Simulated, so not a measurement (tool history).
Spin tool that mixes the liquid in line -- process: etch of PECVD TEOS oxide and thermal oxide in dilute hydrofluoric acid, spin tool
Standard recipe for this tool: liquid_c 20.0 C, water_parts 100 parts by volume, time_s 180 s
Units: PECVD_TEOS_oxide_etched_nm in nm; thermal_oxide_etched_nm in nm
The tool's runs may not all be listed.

| run | hour | liquid_c | water_parts | time_s | wafers since the last listed run | hours since the thermometer was replaced | hours since the hydrofluoric acid flow meter was replaced | hours since the gauge calibration | read-back film thickness of the PECVD TEOS oxide reference wafer, read on the same gauge (nm) | read-back film thickness of the thermal oxide reference wafer, read on the same gauge (nm) | PECVD_TEOS_oxide_etched_nm | thermal_oxide_etched_nm |
|---|---|---|---|---|---|---|---|---|---|---|---|---|
| 1 | 0.0 | 20.0 | 100 | 145 | 0 | 1631.4 | 508.9 | 238.4 | 69.98 | 150.00 | 9.93 | 5.80 |
| 2 | 20.0 | 20.0 | 100 | 145 | 159 | 1651.4 | 528.9 | 258.4 | 69.99 | 150.03 | 9.89 | 5.75 |
| 3 | 51.1 | 20.0 | 100 | 180 | 247 | 1682.5 | 560.0 | 289.5 | 70.00 | 149.99 | 12.26 | 7.07 |
| 4 | 65.5 | 20.0 | 100 | 180 | 114 | 1696.9 | 574.4 | 303.9 | 69.96 | 150.02 | 12.33 | 7.29 |
| 5 | 101.5 | 20.0 | 100 | 180 | 286 | 1732.9 | 610.4 | 339.9 | 70.00 | 150.04 | 12.28 | 7.23 |
| 6 | 127.4 | 20.0 | 100 | 180 | 206 | 1758.8 | 636.3 | 365.8 | 70.03 | 149.97 | 12.19 | 7.09 |
| 7 | 140.8 | 20.0 | 100 | 180 | 106 | 1772.2 | 649.7 | 379.2 | 69.99 | 150.00 | 12.23 | 7.28 |
| 8 | 164.3 | 21.5 | 100 | 180 | 187 | 1795.7 | 673.2 | 402.7 | 70.04 | 150.00 | 13.09 | 7.71 |
| 9 | 185.4 | 21.5 | 100 | 180 | 168 | 1816.8 | 694.3 | 423.8 | 70.03 | 150.00 | 13.02 | 7.75 |
| 10 | 205.4 | 21.5 | 100 | 180 | 159 | 1836.8 | 714.3 | 443.8 | 69.99 | 150.05 | 12.99 | 7.54 |
| 11 | 230.6 | 20.0 | 60 | 180 | 200 | 1862.0 | 739.5 | 469.0 | 70.05 | 150.00 | 21.27 | 12.40 |
| 12 | 247.9 | 20.0 | 60 | 180 | 137 | 1879.3 | 756.8 | 486.3 | 70.00 | 149.99 | 21.19 | 12.63 |
| 13 | 272.0 | 20.0 | 100 | 265 | 191 | 1903.4 | 780.9 | 510.4 | 70.01 | 149.98 | 17.99 | 10.57 |
|  | 294.9 | thermometer replaced |
| 14 | 296.6 | 20.0 | 100 | 180 | 187 | 1.7 | 805.5 | 535.0 | 70.01 | 149.99 | 13.02 | 7.63 |
| 15 | 324.8 | 18.0 | 100 | 180 | 224 | 29.9 | 833.7 | 563.2 | 70.01 | 150.01 | 12.01 | 7.04 |
| 16 | 340.1 | 20.0 | 100 | 275 | 121 | 45.2 | 849.0 | 578.5 | 70.01 | 149.99 | 19.94 | 11.58 |
|  | 359.1 | hydrofluoric acid flow meter replaced |
| 17 | 392.6 | 18.0 | 125 | 100 | 410 | 97.7 | 33.5 | 631.0 | 70.02 | 150.02 | 5.18 | 3.06 |
| 18 | 422.9 | 20.0 | 130 | 245 | 241 | 128.0 | 63.8 | 661.3 | 70.04 | 150.00 | 13.13 | 7.69 |

Run 19, settings as shown, results not yet in. Your forecast:
| 19 | 451.3 | 20.0 | 100 | 80 | 226 | 156.4 | 92.2 | 689.7 | ? | ? | ? | ? |

{"run 19": {"read-back film thickness of the PECVD TEOS oxide reference wafer, read on the same gauge (nm)": 69.99, "read-back film thickness of the thermal oxide reference wafer, read on the same gauge (nm)": 149.98, "PECVD_TEOS_oxide_etched_nm": 5.74, "thermal_oxide_etched_nm": 3.4}}
The same run, on a tool lacking any hidden state, would have yielded PECVD_TEOS_oxide_etched_nm 5.79 nm, thermal_oxide_etched_nm 3.43 nm.
